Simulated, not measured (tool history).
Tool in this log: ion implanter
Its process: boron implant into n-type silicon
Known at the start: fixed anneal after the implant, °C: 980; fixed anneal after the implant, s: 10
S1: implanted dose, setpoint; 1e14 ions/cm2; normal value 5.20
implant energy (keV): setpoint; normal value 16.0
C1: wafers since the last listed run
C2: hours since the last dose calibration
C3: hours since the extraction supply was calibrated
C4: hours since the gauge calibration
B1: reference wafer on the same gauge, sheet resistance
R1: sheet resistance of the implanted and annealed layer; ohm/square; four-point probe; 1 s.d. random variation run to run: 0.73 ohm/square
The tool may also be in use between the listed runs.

{"run": 1, "hour": 0.0, "S1": 5.2, "implant energy (keV)": 16.0, "C1": 0, "C2": 1227.8, "C3": 5941.3, "C4": 459.7, "B1": 201.08, "R1": 210.67}
{"run": 2, "hour": 25.5, "S1": 5.2, "implant energy (keV)": 16.0, "C1": 491, "C2": 1253.3, "C3": 5966.8, "C4": 485.2, "B1": 200.78, "R1": 208.18}
{"run": 3, "hour": 40.9, "S1": 5.2, "implant energy (keV)": 16.0, "C1": 296, "C2": 1268.7, "C3": 5982.2, "C4": 500.6, "B1": 200.92, "R1": 209.41}
{"run": 4, "hour": 53.5, "S1": 4.58, "implant energy (keV)": 13.5, "C1": 242, "C2": 1281.3, "C3": 5994.8, "C4": 513.2, "B1": 200.83, "R1": 235.73}
{"run": 5, "hour": 84.0, "S1": 4.58, "implant energy (keV)": 13.5, "C1": 587, "C2": 1311.8, "C3": 6025.3, "C4": 543.7, "B1": 201.19, "R1": 234.94}
{"run": 6, "hour": 100.5, "S1": 4.58, "implant energy (keV)": 13.5, "C1": 317, "C2": 1328.3, "C3": 6041.8, "C4": 560.2, "B1": 200.64, "R1": 235.49}
{"run": 7, "hour": 134.2, "S1": 5.2, "implant energy (keV)": 18.5, "C1": 649, "C2": 1362.0, "C3": 6075.5, "C4": 593.9, "B1": 200.64, "R1": 208.26}
{"run": 8, "hour": 160.1, "S1": 5.2, "implant energy (keV)": 18.5, "C1": 499, "C2": 1387.9, "C3": 6101.4, "C4": 619.8, "B1": 201.02, "R1": 209.53}
{"run": 9, "hour": 175.4, "S1": 5.76, "implant energy (keV)": 16.0, "C1": 294, "C2": 1403.2, "C3": 6116.7, "C4": 635.1, "B1": 201.11, "R1": 193.02}
{"run": 10, "hour": 192.0, "S1": 5.76, "implant energy (keV)": 16.0, "C1": 319, "C2": 1419.8, "C3": 6133.3, "C4": 651.7, "B1": 201.06, "R1": 194.22}
{"run": 11, "hour": 216.7, "S1": 5.2, "implant energy (keV)": 16.0, "C1": 475, "C2": 1444.5, "C3": 6158.0, "C4": 676.4, "B1": 200.97, "R1": 209.76}
{"hour": 229.2, "done": "Faraday cup replaced and dose calibrated"}
{"hour": 241.0, "done": "gauge calibrated"}
{"run": 12, "hour": 252.1, "S1": 5.2, "implant energy (keV)": 16.0, "C1": 527, "C2": 22.9, "C3": 6193.4, "C4": 11.1, "B1": 200.98, "R1": 203.86}
{"run": 13, "hour": 288.0, "S1": 5.93, "implant energy (keV)": 16.0, "C1": 691, "C2": 58.8, "C3": 6229.3, "C4": 47.0, "B1": 200.92, "R1": 183.57}
{"hour": 320.5, "done": "extraction supply calibrated"}
{"run": 14, "hour": 323.8, "S1": 5.2, "implant energy (keV)": 16.0, "C1": 535, "C2": 94.6, "C3": 3.3, "C4": 82.8, "B1": 201.14, "R1": 205.38}
{"run": 15, "hour": 350.6, "S1": 6.15, "implant energy (keV)": 13.5, "C1": 516, "C2": 121.4, "C3": 30.1, "C4": 109.6, "B1": 201.09, "R1": 181.06}
{"run": 16, "hour": 373.7, "S1": 6.07, "implant energy (keV)": 16.0, "C1": 445, "C2": 144.5, "C3": 53.2, "C4": 132.7, "B1": 201.13, "R1": 181.21}
{"run": 17, "hour": 401.0, "S1": 5.2, "implant energy (keV)": 11.5, "C1": 526, "C2": 171.8, "C3": 80.5, "C4": 160.0, "B1": 201.0, "R1": 207.77}
{"run": 18, "hour": 436.5, "S1": 5.73, "implant energy (keV)": 19.0, "C1": 684, "C2": 207.3, "C3": 116.0, "C4": 195.5, "B1": 200.88, "R1": 188.68}
{"run": 19, "hour": 459.7, "S1": 4.36, "implant energy (keV)": 16.0, "C1": 447, "C2": 230.5, "C3": 139.2, "C4": 218.7, "B1": 201.13, "R1": 235.75}
{"run": 20, "hour": 478.3, "S1": 5.2, "implant energy (keV)": 20.5, "C1": 358, "C2": 249.1, "C3": 157.8, "C4": 237.3, "B1": 201.03, "R1": 203.4}
{"run": 21, "hour": 494.5, "S1": 6.67, "implant energy (keV)": 16.0, "C1": 312, "C2": 265.3, "C3": 174.0, "C4": 253.5, "B1": 201.11, "R1": 169.34}
{"run": 22, "hour": 507.0, "S1": 5.2, "implant energy (keV)": 16.0, "C1": 240, "C2": 277.8, "C3": 186.5, "C4": 266.0, "B1": 200.92, "R1": 204.91}
{"run": 23, "hour": 534.0, "S1": 5.2, "implant energy (keV)": 16.0, "C1": 520, "C2": 304.8, "C3": 213.5, "C4": 293.0, "B1": 201.03, "R1": 206.01}
{"run": 24, "hour": 558.2, "S1": 5.2, "implant energy (keV)": 21.0, "C1": 466, "C2": 329.0, "C3": 237.7, "C4": 317.2, "B1": 200.78, "R1": 202.99}
{"run": 25, "hour": 570.2, "S1": 5.2, "implant energy (keV)": 19.0, "C1": 231, "C2": 341.0, "C3": 249.7, "C4": 329.2, "B1": 200.9, "R1": 204.79}
{"run": 26, "hour": 582.9, "S1": 4.75, "implant energy (keV)": 11.5, "C1": 244, "C2": 353.7, "C3": 262.4, "C4": 341.9, "B1": 201.25, "R1": 223.79}
{"run": 27, "hour": 596.5, "S1": 5.2, "implant energy (keV)": 16.0, "C1": 262, "C2": 367.3, "C3": 276.0, "C4": 355.5, "B1": 200.89, "R1": 206.13}
{"run": 28, "hour": 630.3, "S1": 4.21, "implant energy (keV)": 20.5, "C1": 651, "C2": 401.1, "C3": 309.8, "C4": 389.3, "B1": 200.98, "R1": 241.29}
{"run": 29, "hour": 646.2, "S1": 6.09, "implant energy (keV)": 13.0, "C1": 306, "C2": 417.0, "C3": 325.7, "C4": 405.2, "B1": 200.85, "R1": 184.31}

List, for all runs, the conditions of the tool that the log does not record:
deviation of the true energy from its setpoint, %: 0 across all the runs
gauge reads high (%): 0 across all the runs
H1: deviation of the true dose from the Faraday cup's reading, %
run=1 H1=-3.75
run=2 H1=-3.83
run=3 H1=-3.89
run=4 H1=-3.93
run=5 H1=-4.03
run=6 H1=-4.09
run=7 H1=-4.21
run=8 H1=-4.3
run=9 H1=-4.35
run=10 H1=-4.41
run=11 H1=-4.49
run=12 H1=-0.503
run=13 H1=-0.627
run=14 H1=-0.75
run=15 H1=-0.842
run=16 H1=-0.922
run=17 H1=-1.02
run=18 H1=-1.14
run=19 H1=-1.22
run=20 H1=-1.28
run=21 H1=-1.34
run=22 H1=-1.38
run=23 H1=-1.47
run=24 H1=-1.56
run=25 H1=-1.6
run=26 H1=-1.64
run=27 H1=-1.69
run=28 H1=-1.8
run=29 H1=-1.86
